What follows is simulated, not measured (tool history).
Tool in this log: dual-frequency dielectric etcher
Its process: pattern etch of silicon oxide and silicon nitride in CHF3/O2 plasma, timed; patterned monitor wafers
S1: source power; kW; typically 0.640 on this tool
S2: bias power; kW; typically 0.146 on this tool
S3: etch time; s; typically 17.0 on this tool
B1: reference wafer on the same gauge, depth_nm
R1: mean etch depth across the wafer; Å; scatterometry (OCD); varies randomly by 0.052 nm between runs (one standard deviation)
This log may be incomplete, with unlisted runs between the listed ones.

run	hour	S1	S2	S3	B1	R1
1	0.0	0.640	0.146	17.0	31.01	260.8
# hour 12.1: gauge calibrated
2	19.3	0.640	0.146	17.0	31.00	261.8
3	49.0	0.640	0.146	17.0	31.01	261.3
4	65.8	0.640	0.146	17.0	30.99	261.8
5	82.2	0.640	0.146	17.0	31.01	262.6
6	113.0	0.640	0.146	17.0	31.00	262.6
7	129.1	0.640	0.146	17.0	31.01	263.4
8	163.3	0.640	0.146	17.0	31.00	263.5
9	178.1	0.640	0.146	17.0	31.00	262.7
10	207.1	0.640	0.146	17.0	31.00	263.5
11	220.9	0.640	0.146	17.0	30.99	263.4
12	239.1	0.640	0.146	17.0	31.01	263.9
13	257.7	0.640	0.146	17.0	30.99	263.8
14	286.4	0.760	0.146	21.5	31.00	366.2
# hour 314.9: upper electrode replaced
15	315.4	0.640	0.146	17.0	31.00	265.0
# hour 343.1: wet clean of the chamber
16	343.6	0.640	0.126	14.5	30.99	207.3
17	359.4	0.640	0.146	17.0	31.00	248.3
# hour 364.9: gauge calibrated
# hour 397.7: source power generator calibrated
18	398.2	0.690	0.176	17.0	31.00	267.4
# hour 403.3: bias power generator calibrated
# hour 431.5: wet clean of the chamber, repeated, since the last time left the tool worse
19	432.0	0.580	0.111	17.0	30.99	236.7
20	449.8	0.640	0.146	19.0	31.00	289.3
21	477.2	0.640	0.146	17.0	31.00	259.1
22	492.9	0.640	0.146	21.5	30.99	330.3
23	516.6	0.640	0.146	17.0	31.01	259.7
24	551.1	0.640	0.146	17.0	30.99	260.8
25	570.9	0.640	0.168	17.0	31.00	266.5
26	600.9	0.640	0.146	17.0	31.00	261.1
27	636.0	0.590	0.116	17.0	30.99	241.5

Run-by-run hidden state of the tool:
source power that arrives over what is set, %: 0 on each run
bias power that arrives over what is set, %: 0 on each run
gauge reads high (%): 0 on each run
H1: etch rate over this chamber's usual, %
run	H1
1	0.923
2	0.993
3	1.1
4	1.16
5	1.22
6	1.34
7	1.4
8	1.52
9	1.57
10	1.68
11	1.73
12	1.8
13	1.87
14	1.97
15	2.08
16	-4.13
17	-4.07
18	-3.93
19	0.146
20	0.212
21	0.312
22	0.369
23	0.456
24	0.582
25	0.655
26	0.765
27	0.893
